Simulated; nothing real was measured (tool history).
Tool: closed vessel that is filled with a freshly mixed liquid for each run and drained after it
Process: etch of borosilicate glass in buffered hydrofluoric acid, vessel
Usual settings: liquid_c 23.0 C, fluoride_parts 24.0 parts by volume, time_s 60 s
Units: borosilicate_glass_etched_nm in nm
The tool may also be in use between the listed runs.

run	hour	liquid_c	fluoride_parts	time_s	read-back film thickness of the borosilicate glass reference wafer, read on the same gauge (nm)	borosilicate_glass_etched_nm
1	0.0	23.0	24.0	60	40.02	32.89
2	87.4	23.0	24.0	60	40.02	33.36
3	158.2	23.0	30.0	60	39.99	27.89
4	240.0	23.0	30.0	60	40.02	27.94
5	303.3	23.0	24.0	60	40.00	32.80
6	350.5	23.0	24.0	60	39.99	32.95
# hour 393.8: gauge calibrated
7	451.7	23.0	24.0	60	39.99	33.03
8	549.2	23.0	24.0	60	40.01	32.92
9	593.0	25.0	29.5	40	39.99	21.10
# hour 668.6: thermometer replaced
10	685.7	27.5	15.0	85	40.00	90.16
11	773.9	23.0	24.0	60	39.99	32.75
12	843.9	25.0	20.0	90	40.01	61.63
13	908.0	18.0	30.0	75	40.00	26.66
14	998.9	24.5	24.0	60	39.99	35.81
15	1088.6	27.5	15.5	95	39.99	97.78
16	1163.8	23.0	24.0	60	40.00	32.87
# hour 1308.4: hydrofluoric acid flow meter replaced
17	1331.6	23.0	24.0	60	40.00	32.67
18	1429.6	23.0	24.0	60	40.00	32.87
19	1511.3	25.5	24.0	70	39.99	43.95
20	1581.9	23.0	24.0	60	39.99	32.76
21	1617.9	23.0	24.0	60	40.02	32.91
22	1695.8	21.5	28.5	60	40.00	26.98
23	1742.2	25.0	14.5	30	40.01	28.87
24	1811.4	23.0	15.5	60	40.01	48.05
25	1881.4	20.5	28.0	30	40.02	12.85
26	1918.9	23.0	24.0	60	40.00	33.34
27	2002.8	25.5	24.0	75	40.00	46.76
28	2077.9	25.5	20.5	70	39.99	48.75
29	2168.5	25.5	19.0	60	40.02	44.85
30	2245.8	23.0	24.0	60	40.00	33.01
31	2299.7	23.0	18.5	60	39.98	40.60
32	2380.6	26.5	24.0	60	39.99	39.70
# hour 2396.9: thermometer replaced
33	2424.9	23.0	24.0	60	40.02	32.80

Forecast each of these 3 alternatives for the next run:
A	2425.6	19.5	24.0	60	?	?
B	2425.6	20.5	24.0	60	?	?
C	2425.6	26.0	20.5	60	?	?

run	read-back film thickness of the borosilicate glass reference wafer, read on the same gauge (nm)	borosilicate_glass_etched_nm
A	40.00	27.17
B	40.00	28.72
C	40.00	43.14
Without the tool's hidden state the same runs would have given:
run	borosilicate_glass_etched_nm
A	27.17
B	28.72
C	43.14

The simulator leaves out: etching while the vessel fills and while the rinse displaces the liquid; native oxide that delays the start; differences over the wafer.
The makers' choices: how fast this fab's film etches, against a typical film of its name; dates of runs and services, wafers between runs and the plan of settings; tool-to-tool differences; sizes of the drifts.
